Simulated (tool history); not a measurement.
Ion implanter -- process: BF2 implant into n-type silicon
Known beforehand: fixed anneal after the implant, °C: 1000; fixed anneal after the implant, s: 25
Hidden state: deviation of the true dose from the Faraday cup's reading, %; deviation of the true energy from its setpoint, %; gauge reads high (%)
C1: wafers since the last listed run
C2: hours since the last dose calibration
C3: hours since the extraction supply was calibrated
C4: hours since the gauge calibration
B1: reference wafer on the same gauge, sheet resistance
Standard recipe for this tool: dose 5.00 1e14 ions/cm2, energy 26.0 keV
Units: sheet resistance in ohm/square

{"run": 1, "day": 0.0, "dose": 5.0, "energy": 26.0, "C1": 0, "C2": 1773.7, "C3": 3461.6, "C4": 225.8, "B1": 257.07, "sheet resistance": 253.02}
{"day": 0.596, "done": "gauge calibrated"}
{"run": 2, "day": 0.717, "dose": 5.0, "energy": 26.0, "C1": 360, "C2": 1790.9, "C3": 3478.8, "C4": 2.9, "B1": 257.11, "sheet resistance": 252.68}
{"run": 3, "day": 1.667, "dose": 5.0, "energy": 26.0, "C1": 478, "C2": 1813.7, "C3": 3501.6, "C4": 25.7, "B1": 256.89, "sheet resistance": 253.13}
{"run": 4, "day": 2.588, "dose": 5.0, "energy": 26.0, "C1": 463, "C2": 1835.8, "C3": 3523.7, "C4": 47.8, "B1": 256.94, "sheet resistance": 253.1}
{"run": 5, "day": 3.121, "dose": 5.0, "energy": 26.0, "C1": 268, "C2": 1848.6, "C3": 3536.5, "C4": 60.6, "B1": 257.11, "sheet resistance": 252.95}
{"run": 6, "day": 3.729, "dose": 5.0, "energy": 26.0, "C1": 306, "C2": 1863.2, "C3": 3551.1, "C4": 75.2, "B1": 257.09, "sheet resistance": 253.2}
{"run": 7, "day": 4.896, "dose": 5.0, "energy": 26.0, "C1": 587, "C2": 1891.2, "C3": 3579.1, "C4": 103.2, "B1": 256.98, "sheet resistance": 251.91}
{"day": 8.571, "done": "Faraday cup replaced and dose calibrated"}
{"day": 8.962, "done": "extraction supply calibrated"}
{"run": 8, "day": 9.358, "dose": 5.0, "energy": 26.0, "C1": 1910, "C2": 18.9, "C3": 9.5, "C4": 210.3, "B1": 257.03, "sheet resistance": 240.73}
{"day": 9.546, "done": "gauge calibrated"}
{"run": 9, "day": 10.792, "dose": 4.39, "energy": 26.0, "C1": 721, "C2": 53.3, "C3": 43.9, "C4": 29.9, "B1": 256.97, "sheet resistance": 268.14}
{"run": 10, "day": 11.962, "dose": 6.33, "energy": 26.0, "C1": 589, "C2": 81.4, "C3": 72.0, "C4": 58.0, "B1": 256.92, "sheet resistance": 206.32}
{"run": 11, "day": 13.033, "dose": 5.65, "energy": 28.5, "C1": 538, "C2": 107.1, "C3": 97.7, "C4": 83.7, "B1": 257.02, "sheet resistance": 218.19}
{"run": 12, "day": 14.112, "dose": 5.0, "energy": 26.0, "C1": 543, "C2": 133.0, "C3": 123.6, "C4": 109.6, "B1": 257.02, "sheet resistance": 243.23}
{"run": 13, "day": 15.412, "dose": 6.39, "energy": 35.0, "C1": 654, "C2": 164.2, "C3": 154.8, "C4": 140.8, "B1": 257.08, "sheet resistance": 192.19}
{"run": 14, "day": 16.542, "dose": 6.45, "energy": 29.0, "C1": 568, "C2": 191.3, "C3": 181.9, "C4": 167.9, "B1": 256.99, "sheet resistance": 199.4}
{"run": 15, "day": 17.217, "dose": 5.79, "energy": 26.0, "C1": 339, "C2": 207.5, "C3": 198.1, "C4": 184.1, "B1": 256.95, "sheet resistance": 220.05}
{"run": 16, "day": 18.592, "dose": 6.28, "energy": 30.0, "C1": 692, "C2": 240.5, "C3": 231.1, "C4": 217.1, "B1": 257.02, "sheet resistance": 201.91}
{"run": 17, "day": 19.142, "dose": 3.76, "energy": 28.5, "C1": 276, "C2": 253.7, "C3": 244.3, "C4": 230.3, "B1": 256.97, "sheet resistance": 303.76}
{"day": 19.421, "done": "gauge calibrated"}
{"run": 18, "day": 20.258, "dose": 5.0, "energy": 26.0, "C1": 562, "C2": 280.5, "C3": 271.1, "C4": 20.1, "B1": 256.98, "sheet resistance": 244.41}

Alternative continuations, all from the tool just after run 18; predict every row:
{"run": "A", "day": 20.275, "dose": 5.0, "energy": 18.5, "C1": 8, "C2": 280.9, "C3": 271.5, "C4": 20.5, "B1": "?", "sheet resistance": "?"}
{"run": "B", "day": 20.275, "dose": 3.95, "energy": 28.5, "C1": 8, "C2": 280.9, "C3": 271.5, "C4": 20.5, "B1": "?", "sheet resistance": "?"}
{"run": "C", "day": 20.275, "dose": 3.77, "energy": 32.5, "C1": 8, "C2": 280.9, "C3": 271.5, "C4": 20.5, "B1": "?", "sheet resistance": "?"}

run=A B1=257.10 sheet_resistance=262.40
run=B B1=257.10 sheet_resistance=291.52
run=C B1=257.10 sheet_resistance=299.35
Without the tool's hidden state the same runs would have given:
run=A sheet_resistance=259.93
run=B sheet_resistance=287.96
run=C sheet_resistance=295.57

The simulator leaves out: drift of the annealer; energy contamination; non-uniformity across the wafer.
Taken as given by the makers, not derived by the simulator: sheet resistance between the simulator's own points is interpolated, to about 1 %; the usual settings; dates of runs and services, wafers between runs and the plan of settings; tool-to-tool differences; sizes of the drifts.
